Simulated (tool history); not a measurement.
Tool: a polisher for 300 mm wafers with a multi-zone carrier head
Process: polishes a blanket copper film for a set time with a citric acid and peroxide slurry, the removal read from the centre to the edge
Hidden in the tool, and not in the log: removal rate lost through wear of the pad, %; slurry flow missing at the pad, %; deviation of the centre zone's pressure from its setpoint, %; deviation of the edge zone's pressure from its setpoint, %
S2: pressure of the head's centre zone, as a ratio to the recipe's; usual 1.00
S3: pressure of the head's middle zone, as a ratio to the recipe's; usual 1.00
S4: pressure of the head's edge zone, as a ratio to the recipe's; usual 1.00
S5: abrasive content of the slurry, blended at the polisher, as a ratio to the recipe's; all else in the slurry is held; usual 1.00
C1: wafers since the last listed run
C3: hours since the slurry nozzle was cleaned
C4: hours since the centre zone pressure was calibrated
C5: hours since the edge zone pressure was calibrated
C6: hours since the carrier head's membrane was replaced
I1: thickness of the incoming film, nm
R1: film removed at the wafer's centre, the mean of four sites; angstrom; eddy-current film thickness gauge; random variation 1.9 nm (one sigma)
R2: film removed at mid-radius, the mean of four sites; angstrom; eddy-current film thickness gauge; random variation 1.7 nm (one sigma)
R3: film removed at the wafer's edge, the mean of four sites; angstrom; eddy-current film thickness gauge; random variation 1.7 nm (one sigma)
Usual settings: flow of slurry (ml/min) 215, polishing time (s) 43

{"run": 1, "hour": 0.0, "flow of slurry (ml/min)": 215, "S2": 1.0, "S3": 1.0, "S4": 1.0, "S5": 1.0, "polishing time (s)": 43, "C1": 0, "wafers polished on this pad": 4388, "C3": 450.5, "C4": 306.3, "C5": 54.2, "C6": 989.6, "I1": 875.7, "R1": 1343, "R2": 1302, "R3": 1296}
{"hour": 4.7, "done": "worn pad replaced by a new one"}
{"run": 2, "hour": 44.9, "flow of slurry (ml/min)": 215, "S2": 1.0, "S3": 1.0, "S4": 1.0, "S5": 1.0, "polishing time (s)": 43, "C1": 467, "wafers polished on this pad": 459, "C3": 495.4, "C4": 351.2, "C5": 99.1, "C6": 1034.5, "I1": 874.7, "R1": 1423, "R2": 1407, "R3": 1372}
{"run": 3, "hour": 117.3, "flow of slurry (ml/min)": 215, "S2": 1.0, "S3": 1.0, "S4": 0.95, "S5": 1.0, "polishing time (s)": 43, "C1": 827, "wafers polished on this pad": 1287, "C3": 567.8, "C4": 423.6, "C5": 171.5, "C6": 1106.9, "I1": 868.3, "R1": 1352, "R2": 1367, "R3": 1296}
{"hour": 190.8, "done": "centre zone pressure recalibrated"}
{"run": 4, "hour": 202.9, "flow of slurry (ml/min)": 215, "S2": 1.0, "S3": 1.0, "S4": 0.95, "S5": 1.0, "polishing time (s)": 43, "C1": 955, "wafers polished on this pad": 2243, "C3": 653.4, "C4": 12.1, "C5": 257.1, "C6": 1192.5, "I1": 871.4, "R1": 1359, "R2": 1300, "R3": 1334}
{"run": 5, "hour": 281.1, "flow of slurry (ml/min)": 215, "S2": 1.0, "S3": 1.0, "S4": 0.95, "S5": 1.0, "polishing time (s)": 43, "C1": 894, "wafers polished on this pad": 3137, "C3": 731.6, "C4": 90.3, "C5": 335.3, "C6": 1270.7, "I1": 849.3, "R1": 1332, "R2": 1320, "R3": 1288}
{"hour": 316.7, "done": "slurry nozzle cleaned"}
{"run": 6, "hour": 375.7, "flow of slurry (ml/min)": 240, "S2": 1.0, "S3": 1.0, "S4": 1.0, "S5": 1.0, "polishing time (s)": 43, "C1": 1070, "wafers polished on this pad": 4207, "C3": 59.0, "C4": 184.9, "C5": 429.9, "C6": 1365.3, "I1": 868.3, "R1": 1354, "R2": 1367, "R3": 1312}
{"hour": 395.2, "done": "worn pad replaced by a new one"}
{"hour": 415.1, "done": "edge zone pressure recalibrated"}
{"run": 7, "hour": 430.0, "flow of slurry (ml/min)": 215, "S2": 1.0, "S3": 1.0, "S4": 1.0, "S5": 1.0, "polishing time (s)": 43, "C1": 552, "wafers polished on this pad": 374, "C3": 113.3, "C4": 239.2, "C5": 14.9, "C6": 1419.6, "I1": 869.7, "R1": 1433, "R2": 1378, "R3": 1360}
{"run": 8, "hour": 473.6, "flow of slurry (ml/min)": 215, "S2": 1.0, "S3": 1.0, "S4": 1.08, "S5": 1.0, "polishing time (s)": 31, "C1": 498, "wafers polished on this pad": 873, "C3": 156.9, "C4": 282.8, "C5": 58.5, "C6": 1463.2, "I1": 856.4, "R1": 1004, "R2": 969, "R3": 991}
{"run": 9, "hour": 540.6, "flow of slurry (ml/min)": 190, "S2": 1.0, "S3": 1.09, "S4": 1.0, "S5": 1.0, "polishing time (s)": 43, "C1": 765, "wafers polished on this pad": 1639, "C3": 223.9, "C4": 349.8, "C5": 125.5, "C6": 1530.2, "I1": 877.7, "R1": 1345, "R2": 1401, "R3": 1309}
{"hour": 574.6, "done": "centre zone pressure recalibrated"}
{"run": 10, "hour": 641.9, "flow of slurry (ml/min)": 215, "S2": 1.0, "S3": 1.0, "S4": 1.0, "S5": 1.0, "polishing time (s)": 43, "C1": 1135, "wafers polished on this pad": 2774, "C3": 325.2, "C4": 67.3, "C5": 226.8, "C6": 1631.5, "I1": 868.7, "R1": 1328, "R2": 1339, "R3": 1334}
{"run": 11, "hour": 700.4, "flow of slurry (ml/min)": 140, "S2": 0.91, "S3": 1.0, "S4": 1.08, "S5": 0.7, "polishing time (s)": 43, "C1": 668, "wafers polished on this pad": 3443, "C3": 383.7, "C4": 125.8, "C5": 285.3, "C6": 1690.0, "I1": 874.5, "R1": 1066, "R2": 1121, "R3": 1196}
{"run": 12, "hour": 748.9, "flow of slurry (ml/min)": 215, "S2": 1.0, "S3": 1.0, "S4": 1.0, "S5": 1.0, "polishing time (s)": 43, "C1": 554, "wafers polished on this pad": 3997, "C3": 432.2, "C4": 174.3, "C5": 333.8, "C6": 1738.5, "I1": 873.0, "R1": 1343, "R2": 1328, "R3": 1300}
{"hour": 832.8, "done": "carrier head's membrane replaced by a new one"}
{"hour": 834.4, "done": "edge zone pressure recalibrated"}
{"run": 13, "hour": 853.3, "flow of slurry (ml/min)": 215, "S2": 1.05, "S3": 1.0, "S4": 1.0, "S5": 1.0, "polishing time (s)": 43, "C1": 1118, "wafers polished on this pad": 5116, "C3": 536.6, "C4": 278.7, "C5": 18.9, "C6": 20.5, "I1": 876.1, "R1": 1374, "R2": 1309, "R3": 1300}
{"hour": 881.1, "done": "worn pad replaced by a new one"}
{"run": 14, "hour": 936.9, "flow of slurry (ml/min)": 215, "S2": 1.0, "S3": 1.0, "S4": 1.0, "S5": 1.0, "polishing time (s)": 43, "C1": 910, "wafers polished on this pad": 637, "C3": 620.2, "C4": 362.3, "C5": 102.5, "C6": 104.1, "I1": 857.9, "R1": 1466, "R2": 1399, "R3": 1396}
{"hour": 946.0, "done": "slurry nozzle cleaned"}
{"run": 15, "hour": 1044.4, "flow of slurry (ml/min)": 215, "S2": 1.09, "S3": 1.0, "S4": 1.0, "S5": 1.0, "polishing time (s)": 43, "C1": 1217, "wafers polished on this pad": 1854, "C3": 98.4, "C4": 469.8, "C5": 210.0, "C6": 211.6, "I1": 872.0, "R1": 1478, "R2": 1388, "R3": 1373}
{"hour": 1079.9, "done": "centre zone pressure recalibrated"}
{"run": 16, "hour": 1094.3, "flow of slurry (ml/min)": 215, "S2": 1.1, "S3": 0.96, "S4": 1.0, "S5": 1.0, "polishing time (s)": 43, "C1": 547, "wafers polished on this pad": 2402, "C3": 148.3, "C4": 14.4, "C5": 259.9, "C6": 261.5, "I1": 873.0, "R1": 1497, "R2": 1305, "R3": 1353}
{"run": 17, "hour": 1177.1, "flow of slurry (ml/min)": 265, "S2": 0.91, "S3": 1.0, "S4": 1.0, "S5": 0.75, "polishing time (s)": 51, "C1": 946, "wafers polished on this pad": 3349, "C3": 231.1, "C4": 97.2, "C5": 342.7, "C6": 344.3, "I1": 860.5, "R1": 1430, "R2": 1489, "R3": 1488}
{"run": 18, "hour": 1260.1, "flow of slurry (ml/min)": 215, "S2": 0.88, "S3": 1.06, "S4": 1.0, "S5": 0.9, "polishing time (s)": 43, "C1": 948, "wafers polished on this pad": 4298, "C3": 314.1, "C4": 180.2, "C5": 425.7, "C6": 427.3, "I1": 859.5, "R1": 1160, "R2": 1328, "R3": 1315}
{"hour": 1288.2, "done": "edge zone pressure recalibrated"}
{"run": 19, "hour": 1311.9, "flow of slurry (ml/min)": 240, "S2": 1.0, "S3": 1.0, "S4": 1.0, "S5": 1.25, "polishing time (s)": 54, "C1": 569, "wafers polished on this pad": 4867, "C3": 365.9, "C4": 232.0, "C5": 23.7, "C6": 479.1, "I1": 881.6, "R1": 1824, "R2": 1790, "R3": 1798}

The next listed run, before its measurement:
{"hour": 1337.6, "done": "worn pad replaced by a new one"}
{"run": 20, "hour": 1376.1, "flow of slurry (ml/min)": 240, "S2": 1.0, "S3": 1.05, "S4": 1.0, "S5": 1.25, "polishing time (s)": 43, "C1": 688, "wafers polished on this pad": 440, "C3": 430.1, "C4": 296.2, "C5": 87.9, "C6": 543.3, "I1": 886.4, "R1": "?", "R2": "?", "R3": "?"}

R1: 1508 angstrom
R2: 1571 angstrom
R3: 1482 angstrom
Without the tool's hidden state the same run would have given R1 1550 angstrom, R2 1614 angstrom, R3 1524 angstrom.
